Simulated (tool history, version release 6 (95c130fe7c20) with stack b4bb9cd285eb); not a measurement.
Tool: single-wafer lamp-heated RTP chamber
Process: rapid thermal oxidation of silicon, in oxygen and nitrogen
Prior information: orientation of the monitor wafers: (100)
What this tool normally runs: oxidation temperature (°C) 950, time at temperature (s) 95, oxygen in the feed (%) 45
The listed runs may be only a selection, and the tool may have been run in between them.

run	hour	oxidation temperature (°C)	time at temperature (s)	oxygen in the feed (%)	wafers since the last listed run	wafers since the last pyrometer calibration	hours since the oxygen flow controller was replaced	hours since the gauge calibration	read-back reference wafer on the same gauge, thickness	oxide thickness on the monitor wafer (angstrom)
1	0.0	950	95	45	0	3537	1604.3	27.2	3.840	37.35
# hour 7.0: pyrometer window cleaned and pyrometer calibrated
2	91.3	950	95	45	532	532	1695.6	118.5	3.840	37.57
3	145.8	950	95	45	344	877	1750.1	173.0	3.841	37.43
4	293.6	950	79	45	933	1810	1897.9	320.8	3.842	34.78
5	345.1	950	79	45	325	2136	1949.4	372.3	3.839	34.98
6	404.9	950	79	45	377	2514	2009.2	432.1	3.840	34.98
7	511.3	938	95	45	672	3186	2115.6	538.5	3.845	34.40
# hour 591.3: pyrometer window cleaned and pyrometer calibrated
8	591.8	938	95	45	458	2	2196.1	619.0	3.841	34.71
9	681.6	938	95	45	567	570	2285.9	708.8	3.839	34.74
10	779.1	950	95	54	615	1186	2383.4	806.3	3.839	39.34
11	869.6	950	95	54	571	1758	2473.9	896.8	3.843	39.51
12	952.7	950	67	45	525	2283	2557.0	979.9	3.844	32.86
13	1060.5	950	95	45	681	2964	2664.8	1087.7	3.839	37.35
14	1107.7	942	52	25	298	3262	2712.0	1134.9	3.842	26.24
# hour 1119.7: pyrometer window cleaned and pyrometer calibrated
15	1195.4	929	135	24	503	478	2799.7	1222.6	3.838	31.84
# hour 1232.2: gauge calibrated
16	1327.1	950	95	45	832	1310	2931.4	94.9	3.843	37.52
# hour 1347.3: oxygen flow controller replaced
17	1370.0	961	72	57	220	1531	22.7	137.8	3.839	38.84
18	1437.5	960	139	45	426	1957	90.2	205.3	3.840	46.68
19	1509.0	950	95	45	451	2409	161.7	276.8	3.840	37.39
20	1553.3	977	95	45	279	2689	206.0	321.1	3.838	45.00
21	1628.8	950	70	45	476	3166	281.5	396.6	3.843	33.38
22	1696.4	931	116	54	427	3593	349.1	464.2	3.843	37.48

Give the tool's hidden conditions for every run:
true wafer temperature minus pyrometer reading, K: 0, the same for each run
deviation of the oxygen flow from its setpoint, %: 0, the same for each run
gauge reads high (%): 0, the same for each run
